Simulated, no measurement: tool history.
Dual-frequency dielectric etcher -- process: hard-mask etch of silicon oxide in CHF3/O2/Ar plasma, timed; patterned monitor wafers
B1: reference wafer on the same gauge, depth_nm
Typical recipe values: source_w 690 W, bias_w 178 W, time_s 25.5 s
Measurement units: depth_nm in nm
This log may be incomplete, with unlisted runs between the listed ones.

{"run": 1, "hour": 0.0, "source_w": 690, "bias_w": 178, "time_s": 25.5, "B1": 51.1, "depth_nm": 49.6}
{"run": 2, "hour": 59.2, "source_w": 690, "bias_w": 178, "time_s": 25.5, "B1": 51, "depth_nm": 49.4}
{"run": 3, "hour": 105.7, "source_w": 690, "bias_w": 178, "time_s": 25.5, "B1": 51, "depth_nm": 49.8}
{"run": 4, "hour": 171.0, "source_w": 690, "bias_w": 178, "time_s": 25.5, "B1": 51, "depth_nm": 49.4}
{"run": 5, "hour": 256.5, "source_w": 690, "bias_w": 178, "time_s": 25.5, "B1": 51.1, "depth_nm": 50}
{"hour": 315.5, "done": "wet clean of the chamber"}
{"run": 6, "hour": 321.0, "source_w": 690, "bias_w": 178, "time_s": 25.5, "B1": 51.1, "depth_nm": 49.4}
{"run": 7, "hour": 378.5, "source_w": 690, "bias_w": 178, "time_s": 25.5, "B1": 51, "depth_nm": 49.3}
{"run": 8, "hour": 477.0, "source_w": 690, "bias_w": 178, "time_s": 25.5, "B1": 51, "depth_nm": 49.2}
{"run": 9, "hour": 515.0, "source_w": 690, "bias_w": 178, "time_s": 25.5, "B1": 51, "depth_nm": 49.9}
{"hour": 602.5, "done": "upper electrode replaced"}
{"run": 10, "hour": 608.4, "source_w": 690, "bias_w": 178, "time_s": 25.5, "B1": 51.1, "depth_nm": 49.3}
{"hour": 660.4, "done": "wet clean of the chamber"}
{"run": 11, "hour": 660.9, "source_w": 690, "bias_w": 211, "time_s": 25.5, "B1": 51, "depth_nm": 52}
{"hour": 704.0, "done": "source power generator calibrated"}
{"run": 12, "hour": 756.3, "source_w": 690, "bias_w": 178, "time_s": 25.5, "B1": 51, "depth_nm": 49.4}
{"hour": 998.6, "done": "gauge calibrated"}
{"run": 13, "hour": 1012.8, "source_w": 690, "bias_w": 178, "time_s": 25.5, "B1": 52, "depth_nm": 50.3}
{"hour": 1046.0, "done": "bias power generator calibrated"}
{"hour": 1098.2, "done": "wet clean of the chamber"}
{"run": 14, "hour": 1117.7, "source_w": 830, "bias_w": 142, "time_s": 21.5, "B1": 51.9, "depth_nm": 44.5}
{"run": 15, "hour": 1213.8, "source_w": 690, "bias_w": 199, "time_s": 25.5, "B1": 51.7, "depth_nm": 51.3}
{"run": 16, "hour": 1292.1, "source_w": 580, "bias_w": 178, "time_s": 25.5, "B1": 51.6, "depth_nm": 44.9}
{"run": 17, "hour": 1360.4, "source_w": 690, "bias_w": 178, "time_s": 25.5, "B1": 51.5, "depth_nm": 49.8}
{"hour": 1454.8, "done": "wet clean of the chamber"}
{"run": 18, "hour": 1455.3, "source_w": 840, "bias_w": 157, "time_s": 23, "B1": 51.5, "depth_nm": 48.5}
{"run": 19, "hour": 1546.0, "source_w": 560, "bias_w": 192, "time_s": 25.5, "B1": 51.4, "depth_nm": 44.2}
{"run": 20, "hour": 1584.8, "source_w": 590, "bias_w": 161, "time_s": 27.5, "B1": 51.3, "depth_nm": 47.1}
{"run": 21, "hour": 1667.3, "source_w": 690, "bias_w": 178, "time_s": 32, "B1": 51.2, "depth_nm": 62.5}
{"run": 22, "hour": 1771.4, "source_w": 570, "bias_w": 209, "time_s": 31.5, "B1": 51.3, "depth_nm": 56.5}
{"run": 23, "hour": 1836.2, "source_w": 690, "bias_w": 178, "time_s": 25.5, "B1": 51.3, "depth_nm": 49.5}

Same runs, no hidden state in the tool, same run-to-run variation:
Hidden state present: etch rate over this chamber's usual, %; source power that arrives over what is set, %; bias power that arrives over what is set, %; gauge reads high (%).
run=1 depth_nm=50.4
run=2 depth_nm=50.3
run=3 depth_nm=50.7
run=4 depth_nm=50.3
run=5 depth_nm=51
run=6 depth_nm=50.3
run=7 depth_nm=50.3
run=8 depth_nm=50.1
run=9 depth_nm=50.9
run=10 depth_nm=50.3
run=11 depth_nm=53.1
run=12 depth_nm=50.4
run=13 depth_nm=50.4
run=14 depth_nm=44.6
run=15 depth_nm=51.5
run=16 depth_nm=45.3
run=17 depth_nm=50.3
run=18 depth_nm=49
run=19 depth_nm=44.7
run=20 depth_nm=47.6
run=21 depth_nm=63.3
run=22 depth_nm=57.3
run=23 depth_nm=50.2
